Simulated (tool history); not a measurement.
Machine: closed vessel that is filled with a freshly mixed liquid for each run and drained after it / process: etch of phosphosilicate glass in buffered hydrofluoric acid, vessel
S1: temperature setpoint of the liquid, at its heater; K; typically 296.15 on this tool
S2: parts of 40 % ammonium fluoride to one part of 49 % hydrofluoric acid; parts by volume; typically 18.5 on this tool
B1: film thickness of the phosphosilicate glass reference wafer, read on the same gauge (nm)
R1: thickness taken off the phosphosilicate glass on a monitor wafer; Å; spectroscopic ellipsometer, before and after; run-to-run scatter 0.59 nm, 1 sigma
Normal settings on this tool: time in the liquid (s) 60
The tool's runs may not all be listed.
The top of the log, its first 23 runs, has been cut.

{"run": 24, "day": 68.642, "S1": 300.15, "S2": 18.5, "time in the liquid (s)": 75, "B1": 30.01, "R1": 2311.2}
{"run": 25, "day": 71.067, "S1": 296.15, "S2": 18.5, "time in the liquid (s)": 60, "B1": 29.99, "R1": 1506.3}
{"day": 73.692, "done": "thermometer replaced"}
{"run": 26, "day": 73.771, "S1": 293.15, "S2": 15, "time in the liquid (s)": 90, "B1": 29.97, "R1": 2330.6}
{"run": 27, "day": 75.379, "S1": 296.15, "S2": 22, "time in the liquid (s)": 60, "B1": 29.99, "R1": 1302.3}
{"run": 28, "day": 82.95, "S1": 296.15, "S2": 13.5, "time in the liquid (s)": 30, "B1": 29.94, "R1": 1013.3}
{"run": 29, "day": 85.433, "S1": 296.15, "S2": 18.5, "time in the liquid (s)": 60, "B1": 29.94, "R1": 1490.9}
{"run": 30, "day": 89.362, "S1": 298.15, "S2": 25.5, "time in the liquid (s)": 90, "B1": 29.9, "R1": 1945.2}
{"run": 31, "day": 91.929, "S1": 293.15, "S2": 18.5, "time in the liquid (s)": 45, "B1": 29.86, "R1": 943.1}
{"run": 32, "day": 94.604, "S1": 291.65, "S2": 18.5, "time in the liquid (s)": 75, "B1": 29.85, "R1": 1440.1}
{"run": 33, "day": 97.971, "S1": 296.15, "S2": 18.5, "time in the liquid (s)": 60, "B1": 29.81, "R1": 1479.3}

Consider 3 possible next runs. They are alternatives, not a sequence: every one starts from the tool as it was left by run 33. What does each give?
{"run": "A", "day": 98.0, "S1": 296.15, "S2": 18.5, "time in the liquid (s)": 30, "B1": "?", "R1": "?"}
{"run": "B", "day": 98.0, "S1": 293.65, "S2": 24, "time in the liquid (s)": 60, "B1": "?", "R1": "?"}
{"run": "C", "day": 98.0, "S1": 296.15, "S2": 12.5, "time in the liquid (s)": 30, "B1": "?", "R1": "?"}

run=A B1=29.8 R1=742.2
run=B B1=29.8 R1=1054.9
run=C B1=29.8 R1=1091.1
Stripped of hidden state, with their random variation kept, the same runs would have yielded:
run=A R1=746.9
run=B R1=1061.5
run=C R1=1098
